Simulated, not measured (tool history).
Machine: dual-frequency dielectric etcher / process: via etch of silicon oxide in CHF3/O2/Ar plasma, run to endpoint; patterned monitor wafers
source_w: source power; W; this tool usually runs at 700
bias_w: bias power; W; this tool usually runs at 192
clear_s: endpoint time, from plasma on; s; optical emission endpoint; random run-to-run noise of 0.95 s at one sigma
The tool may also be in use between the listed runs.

run     day  source_w  bias_w  wafers since the last listed run  hours since the last wet clean  hours since the last source power generator calibration  hours since the last bias power generator calibration  hours since the last upper electrode change  incoming incoming film thickness, nm  clear_s
  1       0       630     192                                 0                             186                                                     1255                                                 3031.5                                       2196.3                                   543      272
  2   1.488       630     192                               160                           221.7                                                   1290.7                                                 3067.2                                         2232                                 544.6    273.1
  3   5.021       700     192                               381                           306.5                                                   1375.5                                                   3152                                       2316.8                                 534.6    260.4
  4   6.217       700     163                               129                           335.2                                                   1404.2                                                 3180.7                                       2345.5                                 540.9    276.3
  5   7.696       700     163                               159                           370.7                                                   1439.7                                                 3216.2                                         2381                                 540.7    277.4
  6   8.938       700     163                               134                           400.5                                                   1469.5                                                   3246                                       2410.8                                 544.3    282.1
  7  10.229       580     192                               139                           431.5                                                   1500.5                                                   3277                                       2441.8                                 542.2    289.1
     13.375  -- wet clean of the chamber
  8  13.396       700     192                               233                             0.5                                                   1576.5                                                   3353                                       2517.8                                 542.9    253.9
     15.104  -- upper electrode replaced
  9  15.125       700     192                                78                              42                                                     1618                                                 3394.5                                          0.5                                 544.7    256.4
     15.421  -- source power generator calibrated
 10  15.471       580     179                                19                            50.3                                                      1.2                                                 3402.8                                          8.8                                 533.3      279
 11  16.917       840     158                               156                              85                                                     35.9                                                 3437.5                                         43.5                                   542    251.6
 12  18.396       800     146                               159                           120.5                                                     71.4                                                   3473                                           79                                 534.9    259.9
     19.617  -- bias power generator calibrated
 13  22.375       830     157                               411                             216                                                    166.9                                                   66.2                                        174.5                                 538.5      255
 14  23.158       860     146                                84                           234.8                                                    185.7                                                     85                                        193.3                                 544.5    259.6
 15    23.7       630     173                                58                           247.8                                                    198.7                                                     98                                        206.3                                 539.9    279.3

Run 16 comes next. What will it give?
 16  24.912       700     192                               130                           276.9                                                    227.8                                                  127.1                                        235.4                                   545        ?

{"run 16": {"clear_s": 263.7}}
Were there no unlogged condition in the tool, this run, its random variation unchanged, would have produced clear_s 257.1 s.

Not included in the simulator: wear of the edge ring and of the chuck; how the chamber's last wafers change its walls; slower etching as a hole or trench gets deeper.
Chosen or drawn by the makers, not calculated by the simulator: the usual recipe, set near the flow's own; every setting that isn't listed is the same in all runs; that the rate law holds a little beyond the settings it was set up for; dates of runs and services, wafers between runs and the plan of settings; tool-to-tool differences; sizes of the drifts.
